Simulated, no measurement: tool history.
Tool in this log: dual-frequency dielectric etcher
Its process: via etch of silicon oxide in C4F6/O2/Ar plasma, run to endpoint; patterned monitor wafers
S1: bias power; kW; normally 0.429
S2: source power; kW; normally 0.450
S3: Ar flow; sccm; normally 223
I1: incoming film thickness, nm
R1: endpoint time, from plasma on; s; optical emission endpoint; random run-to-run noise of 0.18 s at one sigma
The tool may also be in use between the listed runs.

run	hour	S1	S2	S3	I1	R1
1	0.0	0.429	0.450	223	114.6	25.0
2	32.1	0.429	0.450	223	115.5	25.9
3	63.0	0.429	0.450	223	115.6	25.5
4	100.0	0.429	0.450	223	116.7	24.4
5	196.9	0.429	0.450	223	114.3	24.1
6	217.1	0.429	0.450	223	114.4	24.3
7	229.8	0.429	0.450	223	114.9	24.5
8	259.5	0.429	0.450	223	115.1	24.9
9	282.2	0.429	0.450	197	116.2	24.2
10	314.6	0.429	0.450	197	116.3	24.5
11	326.4	0.429	0.450	223	114.9	24.6
12	373.1	0.429	0.560	261	115.2	23.7
13	376.8	0.497	0.450	223	116.7	23.0
14	404.1	0.384	0.420	223	114.8	26.9
15	436.1	0.467	0.400	198	115.8	24.7
16	453.2	0.429	0.450	252	115.3	25.5
17	472.5	0.342	0.450	223	115.5	28.5
18	500.8	0.429	0.450	252	113.7	25.1
19	519.4	0.370	0.450	206	114.4	27.2
20	553.1	0.524	0.380	263	115.0	24.3
21	577.1	0.486	0.450	199	115.1	22.8
22	597.5	0.429	0.450	223	115.1	25.1
23	626.1	0.429	0.450	223	116.3	25.6
24	657.1	0.383	0.450	223	115.9	27.2
25	672.0	0.348	0.450	223	115.9	29.1
26	686.0	0.356	0.450	223	115.8	28.6
27	707.0	0.429	0.450	223	116.2	25.5
28	731.2	0.429	0.390	223	114.8	26.8
29	767.8	0.532	0.510	223	115.0	20.6
30	790.1	0.504	0.380	183	114.3	22.6

Between the runs listed above, the log contained 6 entries, not reproduced here. Where in the sequence does each belong, and how does what the log doesn't record of the tool's condition differ from the listed run before to the listed run after?
Run 2 -> run 3: bias power generator calibrated (hour 59.3)
  etch rate over this chamber's usual, %: -5.4 -> -5.66
  difference, measured minus the result without the unlogged condition, R1: +1.4 -> +1.4 s
Run 3 -> run 4: Ar flow controller replaced (hour 76.3); wet clean of the chamber (hour 99.5)
  etch rate over this chamber's usual, %: -5.66 -> 0.17
  difference, measured minus the result without the unlogged condition, R1: +1.4 -> +0.0 s
Run 9 -> run 10: source power generator calibrated (hour 314.1)
  etch rate over this chamber's usual, %: -1.35 -> -1.62
  difference, measured minus the result without the unlogged condition, R1: +0.3 -> +0.4 s
Run 11 -> run 12: upper electrode replaced (hour 372.6)
  etch rate over this chamber's usual, %: -1.71 -> -2.1
  difference, measured minus the result without the unlogged condition, R1: +0.4 -> +0.5 s
Run 28 -> run 29: wet clean of the chamber (hour 767.3)
  etch rate over this chamber's usual, %: -5.08 -> 0.945
  difference, measured minus the result without the unlogged condition, R1: +1.3 -> -0.2 s
